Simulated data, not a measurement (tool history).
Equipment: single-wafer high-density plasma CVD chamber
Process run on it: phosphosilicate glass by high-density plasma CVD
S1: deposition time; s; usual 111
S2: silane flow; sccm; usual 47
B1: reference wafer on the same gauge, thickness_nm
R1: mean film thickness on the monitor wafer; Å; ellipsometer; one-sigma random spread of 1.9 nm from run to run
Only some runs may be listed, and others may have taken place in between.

run,hour,S1,S2,B1,R1
1,0,111,47,506.891,5534.95
2,33.9,111,47,506.959,5530.83
3,49,111,47,507.043,5517.79
4,61.1,111,47,506.831,5519.18
5,96.5,111,47,507.27,5488.58
6,115.5,116,51,506.795,6142.49
7,134.4,116,51,507.061,6082.38
8,162,116,51,506.874,6136.55
9,185.4,111,43,507.223,5126
10,198.5,111,47,507.03,5522.25
11,221,111,47,506.791,5484.17
12,253.8,111,47,506.929,5499.45
13,282.7,111,47,506.794,5488.57
14,305.8,117,40,507.013,5128.45
15,337.7,111,47,506.765,5477.7
16,368.7,102,47,507.088,5053.84
# hour 377.6: silane flow controller replaced
17,393.6,111,38,506.812,4560.73
18,416,95,56,506.517,5251.73
19,435.4,111,47,507.155,5386.06
20,469.7,111,47,507.214,5341.38
# hour 496.2: silane flow controller replaced, repeated, since the last time left the tool worse
21,502.5,104,43,507.323,4961.28
22,534.1,119,52,507.322,6573.12
23,565.5,111,47,506.92,5649.73
# hour 578: gauge calibrated
24,583.7,95,47,506.835,4827
25,601.7,133,44,506.966,6454.54
26,633.2,97,50,506.581,5214.36
27,657.9,111,47,507.07,5650.34
28,672.3,111,47,506.953,5654.59
29,698.4,129,41,507.558,5931.81
30,733,96,38,507.437,4162.91
31,765,131,49,506.842,6954.35
32,795.8,105,54,506.949,6003.41
33,821.5,111,47,506.959,5650.17

How would selected steps in R1 from run to run divide? Give the signed amount a tool lacking its hidden state would still show from settings, what came in and random variation, and the signed amount left for the hidden state, including any gauge scatter that is not in both of the compared results.
The hidden state here: delivered silane flow above the setpoint (%); gauge reads high (%).
Run 16 -> 17: S1 102 -> 111, S2 47 -> 38, silane flow controller replaced. R1 -493.11 Å: hidden state -89.23, all else -403.88.
Run 17 -> 18: S1 111 -> 95, S2 38 -> 56. R1 +691 Å: hidden state -44.7, all else +735.7.
Run 20 -> 21: S1 111 -> 104, S2 47 -> 43, silane flow controller replaced, repeated, since the last time left the tool worse. R1 -380.1 Å: hidden state +323.55, all else -703.65.
Run 24 -> 25: S1 95 -> 133, S2 47 -> 44. R1 +1627.54 Å: hidden state -7.38, all else +1634.92.
Run 29 -> 30: S1 129 -> 96, S2 41 -> 38. R1 -1768.9 Å: hidden state +7.87, all else -1776.77.
Run 30 -> 31: S1 96 -> 131, S2 38 -> 49. R1 +2791.44 Å: hidden state -13.76, all else +2805.2.

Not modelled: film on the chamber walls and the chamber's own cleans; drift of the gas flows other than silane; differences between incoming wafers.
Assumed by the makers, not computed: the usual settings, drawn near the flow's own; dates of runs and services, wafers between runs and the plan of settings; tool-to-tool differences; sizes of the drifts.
